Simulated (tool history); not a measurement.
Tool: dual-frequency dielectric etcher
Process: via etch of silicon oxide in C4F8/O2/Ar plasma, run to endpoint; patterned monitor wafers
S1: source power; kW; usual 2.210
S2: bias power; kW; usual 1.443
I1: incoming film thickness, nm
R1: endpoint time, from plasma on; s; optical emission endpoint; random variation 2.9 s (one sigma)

| run | day | S1 | S2 | I1 | R1 |
|---|---|---|---|---|---|
| 1 | 0.000 | 2.210 | 1.443 | 1770.6 | 365.2 |
| 2 | 2.050 | 2.210 | 1.443 | 1768.5 | 369.5 |
| 3 | 3.821 | 2.210 | 1.443 | 1771.7 | 366.5 |
| 4 | 5.642 | 2.210 | 1.443 | 1768.1 | 369.9 |
| 5 | 8.546 | 2.210 | 1.443 | 1764.2 | 369.3 |
| 6 | 10.012 | 2.210 | 1.443 | 1765.9 | 367.4 |
|  | 12.958 | wet clean of the chamber |
| 7 | 12.979 | 2.210 | 1.443 | 1767.1 | 383.0 |
| 8 | 15.404 | 2.210 | 1.443 | 1765.7 | 381.3 |
| 9 | 18.117 | 2.210 | 1.443 | 1765.3 | 388.2 |
|  | 20.854 | wet clean of the chamber, repeated, since the last time left the tool worse |
|  | 21.450 | upper electrode replaced |
| 10 | 21.471 | 2.210 | 1.443 | 1758.9 | 358.8 |
| 11 | 22.779 | 2.210 | 1.443 | 1764.4 | 360.2 |
| 12 | 25.642 | 2.210 | 1.443 | 1740.6 | 357.3 |
| 13 | 27.779 | 2.210 | 1.443 | 1775.7 | 361.4 |
| 14 | 29.179 | 2.210 | 1.443 | 1758.6 | 364.6 |
| 15 | 30.729 | 2.210 | 1.443 | 1778.9 | 366.1 |
| 16 | 32.812 | 2.210 | 1.443 | 1769.6 | 367.4 |
| 17 | 34.025 | 2.210 | 1.443 | 1778.6 | 369.2 |
| 18 | 36.329 | 2.210 | 1.443 | 1771.3 | 371.4 |
| 19 | 38.375 | 2.510 | 1.173 | 1762.9 | 385.9 |
| 20 | 39.542 | 1.930 | 1.791 | 1779.3 | 356.7 |
| 21 | 41.312 | 2.210 | 1.443 | 1752.4 | 368.1 |
|  | 43.308 | wet clean of the chamber |
| 22 | 43.329 | 2.210 | 1.534 | 1751.7 | 353.8 |
| 23 | 43.933 | 2.670 | 1.714 | 1753.3 | 320.4 |
| 24 | 45.779 | 2.210 | 1.443 | 1758.8 | 355.9 |
|  | 46.029 | bias power generator calibrated |
|  | 46.088 | source power generator calibrated |
| 25 | 47.129 | 2.210 | 1.443 | 1761.7 | 365.9 |
| 26 | 49.100 | 2.210 | 1.263 | 1760.8 | 382.8 |
| 27 | 50.275 | 2.210 | 1.564 | 1764.4 | 360.6 |
| 28 | 52.492 | 1.680 | 1.603 | 1753.5 | 366.3 |
| 29 | 54.888 | 1.990 | 1.282 | 1774.8 | 391.1 |
| 30 | 56.238 | 2.210 | 1.443 | 1776.6 | 366.9 |
| 31 | 58.612 | 1.740 | 1.759 | 1775.3 | 369.6 |
| 32 | 61.354 | 1.880 | 1.309 | 1764.5 | 395.6 |
| 33 | 64.329 | 2.210 | 1.443 | 1759.0 | 368.5 |

Forecast each of these 4 alternatives for the next run:
| A | 64.350 | 2.210 | 1.443 | 1791.4 | ? |
| B | 64.350 | 2.500 | 1.154 | 1791.4 | ? |
| C | 64.350 | 2.210 | 1.226 | 1791.4 | ? |
| D | 64.350 | 1.910 | 1.309 | 1791.4 | ? |

| run | R1 |
|---|---|
| A | 379.0 |
| B | 393.2 |
| C | 398.8 |
| D | 405.4 |
Without the tool's hidden state the same runs would have given:
| run | R1 |
|---|---|
| A | 367.5 |
| B | 381.2 |
| C | 386.7 |
| D | 393.1 |
